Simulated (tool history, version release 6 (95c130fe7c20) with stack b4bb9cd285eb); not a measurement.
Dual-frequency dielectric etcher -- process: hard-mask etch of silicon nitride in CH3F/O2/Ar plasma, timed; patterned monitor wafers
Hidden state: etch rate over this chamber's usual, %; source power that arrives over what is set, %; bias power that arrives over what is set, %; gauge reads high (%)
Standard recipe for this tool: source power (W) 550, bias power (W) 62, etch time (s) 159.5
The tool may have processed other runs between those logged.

run,hour,source power (W),bias power (W),etch time (s),wafers since the last listed run,hours since the last wet clean,hours since the last source power generator calibration,hours since the last bias power generator calibration,hours since the last upper electrode change,hours since the gauge calibration,"read-back reference wafer on the same gauge, depth_nm",mean etch depth across the wafer (angstrom)
1,0.0,550,56,189.5,0,217.1,2830.9,3830.1,5391.0,210.6,101.0,1417
2,35.4,550,56,189.5,264,252.5,2866.3,3865.5,5426.4,246.0,101.0,1423
3,50.5,550,62,159.5,112,267.6,2881.4,3880.6,5441.5,261.1,101.0,1251
4,64.6,550,62,159.5,105,281.7,2895.5,3894.7,5455.6,275.2,101.0,1259
5,85.8,550,62,159.5,158,302.9,2916.7,3915.9,5476.8,296.4,101.0,1263
6,108.3,550,62,159.5,167,325.4,2939.2,3938.4,5499.3,318.9,101.0,1258
7,120.9,550,62,159.5,94,338.0,2951.8,3951.0,5511.9,331.5,101.1,1262
8,133.6,550,62,159.5,94,350.7,2964.5,3963.7,5524.6,344.2,101.1,1262
# hour 137.6: bias power generator calibrated
9,174.7,550,62,159.5,276,391.8,3005.6,37.1,5565.7,385.3,101.1,1262
10,189.1,420,78,174.5,107,406.2,3020.0,51.5,5580.1,399.7,101.0,1438
# hour 198.7: gauge calibrated
11,216.6,670,62,159.5,205,433.7,3047.5,79.0,5607.6,17.9,100.9,1349
# hour 260.5: upper electrode replaced
# hour 281.0: source power generator calibrated
# hour 281.6: wet clean of the chamber
12,282.1,490,69,140.0,275,0.5,1.1,144.5,21.6,83.4,101.0,1128
13,282.4,650,70,116.0,2,0.8,1.4,144.8,21.9,83.7,101.1,1035
14,314.7,550,76,159.5,241,33.1,33.7,177.1,54.2,116.0,101.0,1406
15,328.7,550,62,159.5,104,47.1,47.7,191.1,68.2,130.0,101.1,1267
16,342.3,620,62,159.5,101,60.7,61.3,204.7,81.8,143.6,100.9,1315
17,361.8,550,62,159.5,145,80.2,80.8,224.2,101.3,163.1,101.0,1263
18,385.9,450,57,173.0,179,104.3,104.9,248.3,125.4,187.2,101.0,1227
19,400.1,550,62,159.5,105,118.5,119.1,262.5,139.6,201.4,101.0,1261

Branching from run 19: 4 alternative next runs. What would each branch give?
A,400.6,550,62,159.5,3,119.0,119.6,263.0,140.1,201.9,?,?
B,400.6,610,62,134.0,3,119.0,119.6,263.0,140.1,201.9,?,?
C,400.6,450,76,129.5,3,119.0,119.6,263.0,140.1,201.9,?,?
D,400.6,490,78,117.0,3,119.0,119.6,263.0,140.1,201.9,?,?

run,"read-back reference wafer on the same gauge, depth_nm",mean etch depth across the wafer (angstrom)
A,101.2,1252
B,101.2,1086
C,101.2,1065
D,101.2,998
Without the tool's unlogged condition, the same runs would have read:
run,mean etch depth across the wafer (angstrom)
A,1252
B,1086
C,1065
D,998
